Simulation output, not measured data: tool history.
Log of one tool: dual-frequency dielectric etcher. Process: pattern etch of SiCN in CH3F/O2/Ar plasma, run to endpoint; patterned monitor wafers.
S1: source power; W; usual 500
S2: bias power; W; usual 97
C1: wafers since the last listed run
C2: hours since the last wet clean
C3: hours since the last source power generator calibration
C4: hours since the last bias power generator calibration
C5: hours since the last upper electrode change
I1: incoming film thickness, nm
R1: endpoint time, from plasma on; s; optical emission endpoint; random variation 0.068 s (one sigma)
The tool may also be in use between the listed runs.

run   hour   S1   S2    C1     C2      C3      C4      C5     I1    R1
  1      0  530  109     0  652.3  2295.3  1062.2  1618.3  10.74  20.3
       5.5  -- wet clean of the chamber
  2   77.5  500   97   749     72  2372.8  1139.7  1695.8   10.8  21.8
  3  122.5  500   97   468    117  2417.8  1184.7  1740.8  10.86  21.8
  4    195  500   97   754  189.5  2490.3  1257.2  1813.3  10.81  21.7
  5  270.2  500   97   783  264.7  2565.5  1332.4  1888.5  10.81  21.8
  6  328.7  500   97   609  323.2    2624  1390.9    1947  10.83  21.9
  7  412.4  500   97   871  406.9  2707.7  1474.6  2030.7  10.68  21.7
  8  481.2  500   97   716  475.7  2776.5  1543.4  2099.5  10.66  21.7
  9  524.3  500   97   448  518.8  2819.6  1586.5  2142.6  10.89  22.2
 10  607.2  500   97   863  601.7  2902.5  1669.4  2225.5  10.86  22.3
     689.3  -- wet clean of the chamber
 11  699.8  500   97   714   10.5  2995.1    1762  2318.1  10.78  21.7
 12  798.9  500   97  1031  109.6  3094.2  1861.1  2417.2  10.78  21.7
 13  844.1  590   97   470  154.8  3139.4  1906.3  2462.4  10.84  20.6
 14  911.1  500  114   697  221.8  3206.4  1973.3  2529.4  10.83  19.9
 15  978.8  430  113   704  289.5  3274.1    2041  2597.1  10.67    21

The next listed run, before its measurement:
 16  1035.4  530  110  589  346.1  3330.7  2097.6  2653.7  10.9   ?

R1: 20 s
Without the tool's hidden state the same run would have given R1 20 s.
